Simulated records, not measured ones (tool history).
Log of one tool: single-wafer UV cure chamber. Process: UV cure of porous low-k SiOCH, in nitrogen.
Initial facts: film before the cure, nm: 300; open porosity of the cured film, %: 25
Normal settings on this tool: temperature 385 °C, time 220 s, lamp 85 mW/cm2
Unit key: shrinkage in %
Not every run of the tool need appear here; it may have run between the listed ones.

run 1 hour=0 | temperature=385 time=120 lamp=85 | shrinkage=10.579
run 2 hour=15.9 | temperature=385 time=120 lamp=85 | shrinkage=10.281
run 3 hour=43.6 | temperature=385 time=120 lamp=85 | shrinkage=10.299
-- hour=66.4 quartz window cleaned
run 4 hour=66.9 | temperature=385 time=220 lamp=85 | shrinkage=14.911
run 5 hour=95.9 | temperature=385 time=220 lamp=85 | shrinkage=14.543
run 6 hour=110.3 | temperature=385 time=220 lamp=85 | shrinkage=14.519
run 7 hour=128.7 | temperature=385 time=220 lamp=85 | shrinkage=14.393
run 8 hour=144.5 | temperature=385 time=300 lamp=72 | shrinkage=15.238
run 9 hour=165.6 | temperature=385 time=300 lamp=72 | shrinkage=14.9
run 10 hour=200.7 | temperature=385 time=300 lamp=72 | shrinkage=14.488
run 11 hour=224.7 | temperature=385 time=130 lamp=85 | shrinkage=10.851
run 12 hour=251.6 | temperature=385 time=130 lamp=85 | shrinkage=10.794
run 13 hour=283 | temperature=385 time=130 lamp=85 | shrinkage=10.43
-- hour=291.1 quartz window cleaned
run 14 hour=306.5 | temperature=369 time=220 lamp=85 | shrinkage=13.567
run 15 hour=340.4 | temperature=369 time=220 lamp=85 | shrinkage=13.76
run 16 hour=366.9 | temperature=369 time=220 lamp=85 | shrinkage=13.453
run 17 hour=384.3 | temperature=385 time=315 lamp=85 | shrinkage=16.042
run 18 hour=413.7 | temperature=385 time=310 lamp=115 | shrinkage=17.412
run 19 hour=441.6 | temperature=385 time=220 lamp=85 | shrinkage=13.528
run 20 hour=463.2 | temperature=385 time=220 lamp=85 | shrinkage=13.635
run 21 hour=490.9 | temperature=385 time=220 lamp=85 | shrinkage=13.191
run 22 hour=526.5 | temperature=385 time=220 lamp=85 | shrinkage=13.28
-- hour=549.8 quartz window cleaned
run 23 hour=602.1 | temperature=385 time=155 lamp=52 | shrinkage=9.654
run 24 hour=619 | temperature=385 time=260 lamp=121 | shrinkage=17.087
run 25 hour=647.3 | temperature=385 time=300 lamp=72 | shrinkage=15.22
run 26 hour=677.4 | temperature=385 time=220 lamp=85 | shrinkage=14.128
run 27 hour=692.9 | temperature=401 time=345 lamp=55 | shrinkage=14.368
run 28 hour=725 | temperature=366 time=220 lamp=64 | shrinkage=11.676
run 29 hour=745.5 | temperature=385 time=220 lamp=85 | shrinkage=13.651
-- hour=767.3 UV bulbs replaced
run 30 hour=777.1 | temperature=385 time=220 lamp=108 | shrinkage=14.594
-- hour=808.5 quartz window cleaned
run 31 hour=809 | temperature=385 time=220 lamp=85 | shrinkage=14.475
run 32 hour=825.9 | temperature=375 time=290 lamp=121 | shrinkage=17.597

Predict the results of run 33:
run 33 hour=846.1 | temperature=399 time=320 lamp=66 | shrinkage=?

{"run 33": {"shrinkage": 14.945}}
On a tool with no hidden condition, and with the same random variation, this run would have come out at shrinkage 15.129 %.
